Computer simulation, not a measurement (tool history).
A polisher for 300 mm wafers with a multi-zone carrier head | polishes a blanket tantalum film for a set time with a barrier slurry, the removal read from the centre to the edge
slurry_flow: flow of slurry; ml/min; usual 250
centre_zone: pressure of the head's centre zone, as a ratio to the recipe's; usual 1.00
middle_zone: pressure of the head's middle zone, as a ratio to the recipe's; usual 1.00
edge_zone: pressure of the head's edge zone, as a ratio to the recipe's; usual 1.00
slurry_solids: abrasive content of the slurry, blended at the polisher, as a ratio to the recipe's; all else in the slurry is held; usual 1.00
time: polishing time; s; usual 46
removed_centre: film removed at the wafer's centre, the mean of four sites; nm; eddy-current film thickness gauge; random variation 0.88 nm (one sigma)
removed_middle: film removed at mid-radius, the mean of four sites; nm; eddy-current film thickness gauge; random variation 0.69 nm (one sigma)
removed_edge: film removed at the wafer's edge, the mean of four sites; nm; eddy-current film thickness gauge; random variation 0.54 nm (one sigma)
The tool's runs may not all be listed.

run	day	slurry_flow	centre_zone	middle_zone	edge_zone	slurry_solids	time	wafers since the last listed run	wafers polished on this pad	hours since the slurry nozzle was cleaned	hours since the centre zone pressure was calibrated	hours since the edge zone pressure was calibrated	hours since the carrier head's membrane was replaced	incoming thickness of the incoming film, nm	removed_centre	removed_middle	removed_edge
1	0.000	250	1.00	1.00	1.00	1.00	46	0	693	496.7	417.0	326.9	1515.1	250.3	74.6	75.3	74.5
# day 0.238: worn pad replaced by a new one
2	1.717	250	1.00	1.00	1.00	1.00	46	280	268	537.9	458.2	368.1	1556.3	249.9	73.5	73.9	74.5
3	2.317	250	1.00	1.07	1.00	1.00	56	108	376	552.3	472.6	382.5	1570.7	247.2	92.3	96.9	91.7
# day 2.738: centre zone pressure recalibrated
4	2.896	205	1.11	1.00	1.00	1.00	46	89	466	566.2	3.8	396.4	1584.6	248.3	80.7	71.8	73.7
# day 3.621: worn pad replaced by a new one
5	3.642	250	1.00	1.10	1.00	1.00	46	104	3	584.1	21.7	414.3	1602.5	244.9	73.7	81.9	75.0
# day 3.946: slurry nozzle cleaned
6	3.967	250	1.11	0.97	1.00	1.20	46	51	55	0.5	29.5	422.1	1610.3	248.3	86.5	76.2	77.9
7	4.312	250	1.00	1.00	1.00	1.00	46	62	117	8.8	37.8	430.4	1618.6	248.9	76.7	75.2	74.6
8	4.825	250	1.00	1.00	1.00	1.00	46	92	210	21.1	50.1	442.7	1630.9	251.6	74.7	76.3	75.0
9	5.267	305	1.00	0.96	1.00	1.00	46	80	290	31.7	60.7	453.3	1641.5	252.3	75.1	73.8	76.7
10	5.550	250	1.00	1.00	1.00	1.00	46	51	342	38.5	67.5	460.1	1648.3	246.4	76.1	75.3	74.5
# day 6.029: edge zone pressure recalibrated
11	6.050	330	0.91	1.00	1.05	0.85	46	75	417	50.5	79.5	0.5	1660.3	248.1	68.7	74.6	76.1
# day 6.583: carrier head's membrane replaced by a new one
12	6.638	250	1.00	1.00	1.00	1.00	46	68	486	64.6	93.6	14.6	1.3	250.2	75.0	74.9	75.0

Forecast run 13:
# day 7.400: worn pad replaced by a new one
13	7.421	250	1.00	1.00	1.00	0.75	46	111	3	83.4	112.4	33.4	20.1	249.1	?	?	?

Run 13 gave removed_centre 70.1 nm, removed_middle 69.8 nm, removed_edge 71.3 nm.
Without the tool's hidden state the same run would have given removed_centre 70.1 nm, removed_middle 69.8 nm, removed_edge 71.3 nm.
